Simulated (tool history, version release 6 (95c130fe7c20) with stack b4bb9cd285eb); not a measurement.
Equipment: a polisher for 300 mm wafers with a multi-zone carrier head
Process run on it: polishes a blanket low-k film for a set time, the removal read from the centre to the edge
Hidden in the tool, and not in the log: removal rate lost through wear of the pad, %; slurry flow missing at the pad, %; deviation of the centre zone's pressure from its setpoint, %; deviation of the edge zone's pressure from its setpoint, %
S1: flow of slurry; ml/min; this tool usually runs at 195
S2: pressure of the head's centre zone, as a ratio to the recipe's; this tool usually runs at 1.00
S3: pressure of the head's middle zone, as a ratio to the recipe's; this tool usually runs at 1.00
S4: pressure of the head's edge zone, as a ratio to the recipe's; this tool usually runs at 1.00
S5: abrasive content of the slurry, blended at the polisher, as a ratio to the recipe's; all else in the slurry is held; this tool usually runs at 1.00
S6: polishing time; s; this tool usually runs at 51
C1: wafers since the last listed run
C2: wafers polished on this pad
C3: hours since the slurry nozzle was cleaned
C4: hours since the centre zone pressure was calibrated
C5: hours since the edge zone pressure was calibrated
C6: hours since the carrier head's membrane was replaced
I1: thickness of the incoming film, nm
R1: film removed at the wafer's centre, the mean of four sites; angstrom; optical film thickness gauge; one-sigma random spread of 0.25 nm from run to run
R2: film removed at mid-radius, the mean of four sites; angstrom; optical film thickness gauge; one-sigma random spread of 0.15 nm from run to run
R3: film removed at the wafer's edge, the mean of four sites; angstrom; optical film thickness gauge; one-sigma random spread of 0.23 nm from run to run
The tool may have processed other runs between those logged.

run,hour,S1,S2,S3,S4,S5,S6,C1,C2,C3,C4,C5,C6,I1,R1,R2,R3
1,0.0,195,1.00,1.00,1.00,1.00,51,0,482,80.0,95.6,335.6,1433.9,380.9,198,192,194
2,22.8,195,1.00,1.00,1.00,1.00,64,271,754,102.8,118.4,358.4,1456.7,374.7,242,243,241
3,101.8,195,1.00,1.00,1.00,1.00,51,940,1695,181.8,197.4,437.4,1535.7,384.2,196,193,191
4,136.3,230,1.00,1.00,1.00,1.00,51,410,2105,216.3,231.9,471.9,1570.2,383.2,204,195,198
5,150.7,195,1.00,1.00,1.00,1.00,51,171,2277,230.7,246.3,486.3,1584.6,377.4,193,193,195
# hour 169.0: worn pad replaced by a new one
6,169.5,175,1.00,1.00,1.00,1.15,51,176,6,249.5,265.1,505.1,1603.4,381.6,204,200,206
7,183.0,195,1.00,0.97,1.00,1.00,51,160,166,263.0,278.6,518.6,1616.9,382.6,195,186,195
# hour 189.2: carrier head's membrane replaced by a new one
8,210.8,195,1.00,1.00,1.00,1.00,51,271,438,290.8,306.4,546.4,21.6,384.6,192,191,191
9,242.7,260,1.00,1.09,1.00,1.00,51,379,818,322.7,338.3,578.3,53.5,380.0,201,214,196
10,260.0,195,1.00,1.00,1.00,1.00,51,205,1024,340.0,355.6,595.6,70.8,382.1,190,187,190
11,283.7,260,0.94,1.00,1.00,1.00,51,282,1306,363.7,379.3,619.3,94.5,374.0,190,199,199
12,297.0,195,1.00,1.00,1.00,0.85,67,158,1464,377.0,392.6,632.6,107.8,389.0,225,222,222
13,318.2,195,1.00,1.00,1.00,1.00,51,252,1717,398.2,413.8,653.8,129.0,379.9,188,188,195
14,336.5,150,1.00,1.00,1.11,0.90,36,217,1935,416.5,432.1,672.1,147.3,379.6,113,115,124
15,354.0,135,1.00,1.11,1.00,1.00,51,208,2143,434.0,449.6,689.6,164.8,375.6,167,184,176
16,366.2,195,1.00,1.00,1.00,1.00,40,145,2288,446.2,461.8,701.8,177.0,373.0,143,145,148
17,397.7,195,1.00,1.00,1.00,1.00,51,375,2663,477.7,493.3,733.3,208.5,380.1,182,185,185
# hour 407.7: worn pad replaced by a new one
18,428.7,130,1.00,1.00,1.09,1.00,51,321,249,508.7,524.3,764.3,239.5,380.7,155,160,178
# hour 460.8: edge zone pressure recalibrated
19,461.3,140,1.00,1.00,1.00,1.00,51,364,614,541.3,556.9,0.5,272.1,384.0,157,163,171
20,475.1,140,1.00,1.00,0.94,1.00,61,164,778,555.1,570.7,14.3,285.9,373.8,189,194,199
21,506.9,195,1.00,1.00,1.00,1.00,51,378,1157,586.9,602.5,46.1,317.7,377.4,179,175,184

5 ways to go on from here, each from the tool as it stands after run 21. What would each give?
A,507.3,195,1.00,1.00,1.06,1.00,51,4,1161,587.3,602.9,46.5,318.1,383.0,?,?,?
B,507.3,220,1.00,1.08,1.00,1.30,51,4,1161,587.3,602.9,46.5,318.1,383.0,?,?,?
C,507.3,195,0.92,1.10,0.90,1.00,51,4,1161,587.3,602.9,46.5,318.1,383.0,?,?,?
D,507.3,195,0.92,1.00,1.00,1.00,66,4,1161,587.3,602.9,46.5,318.1,383.0,?,?,?
E,507.3,195,1.09,1.00,1.00,1.25,36,4,1161,587.3,602.9,46.5,318.1,383.0,?,?,?

run,R1,R2,R3
A,170,175,182
B,202,220,209
C,156,189,174
D,202,226,232
E,147,138,142
Take away the tool's hidden state, keep each run's random variation, and the runs would have read:
run,R1,R2,R3
A,193,195,197
B,225,243,224
C,177,212,188
D,229,253,251
E,167,155,154
